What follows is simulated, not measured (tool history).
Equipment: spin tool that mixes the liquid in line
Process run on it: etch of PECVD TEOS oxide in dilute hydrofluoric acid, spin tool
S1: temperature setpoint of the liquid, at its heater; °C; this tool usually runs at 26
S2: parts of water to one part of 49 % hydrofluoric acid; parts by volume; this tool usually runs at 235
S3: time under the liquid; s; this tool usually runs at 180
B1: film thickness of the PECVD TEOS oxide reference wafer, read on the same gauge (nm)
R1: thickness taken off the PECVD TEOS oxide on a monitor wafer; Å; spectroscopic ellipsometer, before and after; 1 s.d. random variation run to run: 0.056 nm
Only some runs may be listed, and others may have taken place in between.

run 1 hour=0 | S1=26 S2=235 S3=180 | B1=30.01 | R1=101.6
run 2 hour=32.2 | S1=26 S2=300 S3=180 | B1=29.99 | R1=74.6
run 3 hour=64.2 | S1=26 S2=300 S3=180 | B1=29.99 | R1=73.7
-- hour=148.2 thermometer replaced
run 4 hour=160.7 | S1=26 S2=300 S3=180 | B1=29.99 | R1=70.8
run 5 hour=191.7 | S1=26 S2=235 S3=145 | B1=30.01 | R1=79
run 6 hour=220.3 | S1=26 S2=235 S3=145 | B1=30 | R1=78.9
run 7 hour=232.8 | S1=26 S2=235 S3=145 | B1=30.02 | R1=78.9
run 8 hour=250.7 | S1=26 S2=315 S3=180 | B1=30.02 | R1=66.7
run 9 hour=264.4 | S1=26 S2=315 S3=180 | B1=29.99 | R1=66.3
run 10 hour=356 | S1=26 S2=290 S3=95 | B1=30 | R1=38.8
run 11 hour=388.8 | S1=26 S2=235 S3=180 | B1=30.03 | R1=97.6
run 12 hour=421.4 | S1=26 S2=235 S3=110 | B1=30.01 | R1=58.4
run 13 hour=436.3 | S1=26 S2=330 S3=145 | B1=30 | R1=50.2
run 14 hour=449.5 | S1=29 S2=340 S3=150 | B1=30.01 | R1=54.8
run 15 hour=467.7 | S1=26 S2=140 S3=180 | B1=30 | R1=179.6
-- hour=491.3 hydrofluoric acid flow meter replaced
run 16 hour=545.4 | S1=24.5 S2=325 S3=150 | B1=29.98 | R1=52.4
run 17 hour=575.1 | S1=26 S2=235 S3=180 | B1=30.01 | R1=101.1
run 18 hour=589.2 | S1=23 S2=175 S3=105 | B1=30 | R1=75.2
run 19 hour=605.1 | S1=26 S2=235 S3=250 | B1=30 | R1=139.7
-- hour=630.9 gauge calibrated
run 20 hour=633.8 | S1=29 S2=235 S3=180 | B1=29.98 | R1=110.9
run 21 hour=651.6 | S1=26 S2=235 S3=180 | B1=30 | R1=100.1
run 22 hour=667.9 | S1=29.5 S2=235 S3=290 | B1=30 | R1=180.6
run 23 hour=698.3 | S1=26 S2=235 S3=180 | B1=30.01 | R1=99.5
run 24 hour=713.1 | S1=26 S2=235 S3=180 | B1=29.98 | R1=99.9
run 25 hour=734.9 | S1=24 S2=155 S3=240 | B1=30.02 | R1=205.9
run 26 hour=762.2 | S1=24.5 S2=325 S3=270 | B1=30 | R1=93
run 27 hour=784.1 | S1=26 S2=185 S3=90 | B1=30 | R1=66.5
run 28 hour=804.7 | S1=26 S2=140 S3=180 | B1=30 | R1=188
run 29 hour=837.2 | S1=26 S2=235 S3=180 | B1=30.01 | R1=98.4
run 30 hour=859.4 | S1=29 S2=180 S3=265 | B1=29.99 | R1=224.6
run 31 hour=893 | S1=26 S2=235 S3=180 | B1=30 | R1=99.2
run 32 hour=909.8 | S1=27.5 S2=190 S3=180 | B1=29.97 | R1=135.3
run 33 hour=935.4 | S1=26 S2=235 S3=180 | B1=30 | R1=97.2
run 34 hour=966.7 | S1=29.5 S2=345 S3=180 | B1=30.01 | R1=67.4

3 options for the next run, each taken on its own from the tool as it stands now. Forecast them:
run A hour=967.2 | S1=26 S2=235 S3=180 | B1=? | R1=?
run B hour=967.2 | S1=26 S2=235 S3=150 | B1=? | R1=?
run C hour=967.2 | S1=26 S2=160 S3=220 | B1=? | R1=?

run=A B1=29.98 R1=98.6
run=B B1=29.98 R1=82.1
run=C B1=29.98 R1=193.1
The same runs, with their run-to-run variation unchanged, on a tool lacking any hidden condition would have given:
run=A R1=99.2
run=B R1=82.7
run=C R1=193.9

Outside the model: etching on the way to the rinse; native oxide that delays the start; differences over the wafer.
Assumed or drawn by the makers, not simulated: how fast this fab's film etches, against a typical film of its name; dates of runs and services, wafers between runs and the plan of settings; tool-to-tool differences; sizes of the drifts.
